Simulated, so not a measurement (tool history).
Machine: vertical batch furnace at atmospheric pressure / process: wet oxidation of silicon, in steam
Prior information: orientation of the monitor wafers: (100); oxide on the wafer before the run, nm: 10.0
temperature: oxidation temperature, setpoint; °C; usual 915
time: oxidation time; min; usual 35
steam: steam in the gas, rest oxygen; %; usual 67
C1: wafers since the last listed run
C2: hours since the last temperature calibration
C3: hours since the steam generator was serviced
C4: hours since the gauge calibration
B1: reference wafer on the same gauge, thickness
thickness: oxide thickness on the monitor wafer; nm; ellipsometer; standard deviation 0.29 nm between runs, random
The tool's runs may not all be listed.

{"run": 1, "day": 0.0, "temperature": 915, "time": 35, "steam": 59, "C1": 0, "C2": 2468.3, "C3": 2050.7, "C4": 1408.8, "B1": 65.24, "thickness": 71.09}
{"run": 2, "day": 7.2, "temperature": 915, "time": 48.5, "steam": 67, "C1": 3176, "C2": 2641.1, "C3": 2223.5, "C4": 1581.6, "B1": 65.17, "thickness": 102.89}
{"day": 9.454, "done": "gauge calibrated"}
{"run": 3, "day": 9.854, "temperature": 915, "time": 48.5, "steam": 67, "C1": 1170, "C2": 2704.8, "C3": 2287.2, "C4": 9.6, "B1": 65.29, "thickness": 102.56}
{"run": 4, "day": 12.325, "temperature": 903, "time": 35, "steam": 67, "C1": 1090, "C2": 2764.1, "C3": 2346.5, "C4": 68.9, "B1": 65.21, "thickness": 67.28}
{"run": 5, "day": 13.562, "temperature": 915, "time": 35, "steam": 67, "C1": 545, "C2": 2793.8, "C3": 2376.2, "C4": 98.6, "B1": 65.32, "thickness": 78.45}
{"run": 6, "day": 15.183, "temperature": 915, "time": 35, "steam": 67, "C1": 715, "C2": 2832.7, "C3": 2415.1, "C4": 137.5, "B1": 65.24, "thickness": 78.52}
{"run": 7, "day": 17.529, "temperature": 915, "time": 35, "steam": 67, "C1": 1034, "C2": 2889, "C3": 2471.4, "C4": 193.8, "B1": 65.19, "thickness": 77.75}
{"run": 8, "day": 18.588, "temperature": 915, "time": 35, "steam": 67, "C1": 466, "C2": 2914.4, "C3": 2496.8, "C4": 219.2, "B1": 65.12, "thickness": 78.15}
{"run": 9, "day": 20.512, "temperature": 915, "time": 35, "steam": 67, "C1": 849, "C2": 2960.6, "C3": 2543, "C4": 265.4, "B1": 65.14, "thickness": 77.94}
{"run": 10, "day": 22.629, "temperature": 915, "time": 35, "steam": 67, "C1": 933, "C2": 3011.4, "C3": 2593.8, "C4": 316.2, "B1": 65.17, "thickness": 78.29}
{"run": 11, "day": 29.296, "temperature": 915, "time": 35, "steam": 67, "C1": 2941, "C2": 3171.4, "C3": 2753.8, "C4": 476.2, "B1": 65.03, "thickness": 77.36}
{"run": 12, "day": 31.246, "temperature": 915, "time": 35, "steam": 67, "C1": 860, "C2": 3218.2, "C3": 2800.6, "C4": 523, "B1": 65.27, "thickness": 77.33}
{"run": 13, "day": 33.283, "temperature": 908, "time": 21, "steam": 67, "C1": 898, "C2": 3267.1, "C3": 2849.5, "C4": 571.9, "B1": 65.27, "thickness": 47.1}
{"run": 14, "day": 35.388, "temperature": 905, "time": 35, "steam": 67, "C1": 928, "C2": 3317.6, "C3": 2900, "C4": 622.4, "B1": 65.24, "thickness": 68.75}
{"run": 15, "day": 37.45, "temperature": 905, "time": 35, "steam": 67, "C1": 909, "C2": 3367.1, "C3": 2949.5, "C4": 671.9, "B1": 65.31, "thickness": 69.04}
{"run": 16, "day": 38.812, "temperature": 905, "time": 35, "steam": 67, "C1": 601, "C2": 3399.8, "C3": 2982.2, "C4": 704.6, "B1": 65.21, "thickness": 68.65}
{"run": 17, "day": 39.846, "temperature": 915, "time": 35, "steam": 67, "C1": 455, "C2": 3424.6, "C3": 3007, "C4": 729.4, "B1": 65.24, "thickness": 77.17}
{"run": 18, "day": 41.3, "temperature": 915, "time": 35, "steam": 56, "C1": 641, "C2": 3459.5, "C3": 3041.9, "C4": 764.3, "B1": 65.29, "thickness": 66.55}
{"day": 42.917, "done": "steam generator serviced"}
{"run": 19, "day": 49.458, "temperature": 915, "time": 35, "steam": 67, "C1": 3158, "C2": 3655.3, "C3": 157, "C4": 960.1, "B1": 65.21, "thickness": 80.01}
{"run": 20, "day": 51.358, "temperature": 915, "time": 35, "steam": 67, "C1": 838, "C2": 3700.9, "C3": 202.6, "C4": 1005.7, "B1": 65.17, "thickness": 80.15}
{"day": 54.992, "done": "thermocouples replaced and temperature profile calibrated"}
{"run": 21, "day": 55.012, "temperature": 915, "time": 18, "steam": 67, "C1": 1170, "C2": 0.5, "C3": 290.3, "C4": 1093.4, "B1": 65.16, "thickness": 46.69}
{"run": 22, "day": 55.462, "temperature": 903, "time": 35, "steam": 72, "C1": 198, "C2": 11.3, "C3": 301.1, "C4": 1104.2, "B1": 65.23, "thickness": 73.82}
{"run": 23, "day": 56.762, "temperature": 915, "time": 25.5, "steam": 67, "C1": 573, "C2": 42.5, "C3": 332.3, "C4": 1135.4, "B1": 65.32, "thickness": 61.55}
{"run": 24, "day": 59.108, "temperature": 915, "time": 42, "steam": 67, "C1": 1034, "C2": 98.8, "C3": 388.6, "C4": 1191.7, "B1": 65.23, "thickness": 93.01}
{"run": 25, "day": 60.933, "temperature": 906, "time": 35, "steam": 70, "C1": 805, "C2": 142.6, "C3": 432.4, "C4": 1235.5, "B1": 65.18, "thickness": 74.82}
{"run": 26, "day": 63.104, "temperature": 890, "time": 35, "steam": 55, "C1": 957, "C2": 194.7, "C3": 484.5, "C4": 1287.6, "B1": 65.31, "thickness": 49.25}
{"day": 63.412, "done": "gauge calibrated"}
{"run": 27, "day": 65.062, "temperature": 915, "time": 35, "steam": 67, "C1": 864, "C2": 241.7, "C3": 531.5, "C4": 39.6, "B1": 65.28, "thickness": 80.56}
{"run": 28, "day": 68.008, "temperature": 915, "time": 49.5, "steam": 67, "C1": 1299, "C2": 312.4, "C3": 602.2, "C4": 110.3, "B1": 65.33, "thickness": 107.34}
{"run": 29, "day": 70.5, "temperature": 932, "time": 35, "steam": 73, "C1": 1099, "C2": 372.2, "C3": 662, "C4": 170.1, "B1": 65.18, "thickness": 103.81}
{"run": 30, "day": 72.271, "temperature": 899, "time": 30, "steam": 77, "C1": 781, "C2": 414.7, "C3": 704.5, "C4": 212.6, "B1": 65.14, "thickness": 64.5}
{"run": 31, "day": 74.529, "temperature": 931, "time": 21.5, "steam": 67, "C1": 996, "C2": 468.9, "C3": 758.7, "C4": 266.8, "B1": 65.14, "thickness": 64.06}
{"run": 32, "day": 77.183, "temperature": 900, "time": 27.5, "steam": 59, "C1": 1170, "C2": 532.6, "C3": 822.4, "C4": 330.5, "B1": 65.22, "thickness": 49.01}
{"run": 33, "day": 78.992, "temperature": 915, "time": 35, "steam": 67, "C1": 797, "C2": 576, "C3": 865.8, "C4": 373.9, "B1": 65.21, "thickness": 79.86}
{"run": 34, "day": 80.796, "temperature": 915, "time": 35, "steam": 67, "C1": 795, "C2": 619.3, "C3": 909.1, "C4": 417.2, "B1": 65.3, "thickness": 79.89}
{"run": 35, "day": 82.742, "temperature": 915, "time": 35, "steam": 57, "C1": 858, "C2": 666, "C3": 955.8, "C4": 463.9, "B1": 65.23, "thickness": 70.23}
{"run": 36, "day": 84.25, "temperature": 931, "time": 49, "steam": 58, "C1": 665, "C2": 702.2, "C3": 992, "C4": 500.1, "B1": 65.17, "thickness": 111.5}
{"run": 37, "day": 86.821, "temperature": 934, "time": 24.5, "steam": 77, "C1": 1134, "C2": 763.9, "C3": 1053.7, "C4": 561.8, "B1": 65.29, "thickness": 82.46}
{"run": 38, "day": 87.958, "temperature": 923, "time": 46.5, "steam": 70, "C1": 501, "C2": 791.2, "C3": 1081, "C4": 589.1, "B1": 65.23, "thickness": 114.97}
{"run": 39, "day": 89.567, "temperature": 915, "time": 35, "steam": 67, "C1": 709, "C2": 829.8, "C3": 1119.6, "C4": 627.7, "B1": 65.26, "thickness": 80.22}

3 options for the next run, each taken on its own from the tool as it stands now. Forecast them:
{"run": "A", "day": 89.746, "temperature": 915, "time": 35, "steam": 67, "C1": 79, "C2": 834.1, "C3": 1123.9, "C4": 632, "B1": "?", "thickness": "?"}
{"run": "B", "day": 89.746, "temperature": 927, "time": 23.5, "steam": 72, "C1": 79, "C2": 834.1, "C3": 1123.9, "C4": 632, "B1": "?", "thickness": "?"}
{"run": "C", "day": 89.746, "temperature": 897, "time": 21, "steam": 76, "C1": 79, "C2": 834.1, "C3": 1123.9, "C4": 632, "B1": "?", "thickness": "?"}

run=A B1=65.22 thickness=80.44
run=B B1=65.22 thickness=70.37
run=C B1=65.22 thickness=46.97
With the hidden condition removed and each run's random variation left untouched, the same runs would have given:
run=A thickness=81.24
run=B thickness=71.06
run=C thickness=47.42

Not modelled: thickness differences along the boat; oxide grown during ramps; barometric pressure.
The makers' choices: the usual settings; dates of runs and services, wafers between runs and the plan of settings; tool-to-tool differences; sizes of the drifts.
